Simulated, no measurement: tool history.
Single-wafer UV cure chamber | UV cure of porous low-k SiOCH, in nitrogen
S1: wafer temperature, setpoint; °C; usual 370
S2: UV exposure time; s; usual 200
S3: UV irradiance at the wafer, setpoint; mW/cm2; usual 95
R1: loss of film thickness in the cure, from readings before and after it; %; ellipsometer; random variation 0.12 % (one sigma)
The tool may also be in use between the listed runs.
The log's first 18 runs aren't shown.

Run 19, hour 254.9: usual settings but S3 73 mW/cm2. Result: R1 12.029 %.
Run 20, hour 272.1: usual settings but S1 388 °C. Result: R1 13.617 %.
Run 21, hour 282.8: usual settings but S1 354 °C, S2 255 s, S3 126 mW/cm2. Result: R1 15.869 %.
Run 22, hour 318.1: usual settings but S1 361 °C, S2 265 s, S3 131 mW/cm2. Result: R1 16.531 %.
Run 23, hour 324.9: usual settings but S3 121 mW/cm2. Result: R1 14.461 %.
Run 24, hour 336.2: usual settings but S1 388 °C, S2 255 s. Result: R1 15.279 %.
Run 25, hour 350.2: usual settings. Result: R1 12.907 %.
Run 26, hour 360.1: usual settings but S1 357 °C, S2 155 s, S3 114 mW/cm2. Result: R1 12.378 %.
Run 27, hour 370.1: usual settings but S2 240 s, S3 69 mW/cm2. Result: R1 12.398 %.
Run 28, hour 385.5: usual settings but S2 115 s. Result: R1 10.066 %.
At hour 407.5: quartz window cleaned.
Run 29, hour 408.0: usual settings. Result: R1 12.963 %.
Run 30, hour 415.8: usual settings but S1 363 °C, S3 68 mW/cm2. Result: R1 11.077 %.
Run 31, hour 426.2: usual settings but S1 390 °C. Result: R1 13.563 %.
Run 32, hour 432.7: usual settings but S2 95 s. Result: R1 8.955 %.
Run 33, hour 462.3: usual settings. Result: R1 13.022 %.
Run 34, hour 512.5: usual settings but S1 378 °C, S3 78 mW/cm2. Result: R1 11.791 %.

Forecast each of these 4 alternatives for the next run:
Run A, hour 512.9: usual settings but S1 382 °C. Result: R1 ?.
Run B, hour 512.9: usual settings but S1 362 °C, S3 111 mW/cm2. Result: R1 ?.
Run C, hour 512.9: usual settings but S1 357 °C. Result: R1 ?.
Run D, hour 512.9: usual settings but S1 359 °C, S2 290 s. Result: R1 ?.

run      R1
  A  13.118
  B  13.520
  C  12.533
  D  14.667
Without the tool's hidden state the same runs would have given:
run      R1
  A  13.906
  B  14.313
  C  13.314
  D  15.473

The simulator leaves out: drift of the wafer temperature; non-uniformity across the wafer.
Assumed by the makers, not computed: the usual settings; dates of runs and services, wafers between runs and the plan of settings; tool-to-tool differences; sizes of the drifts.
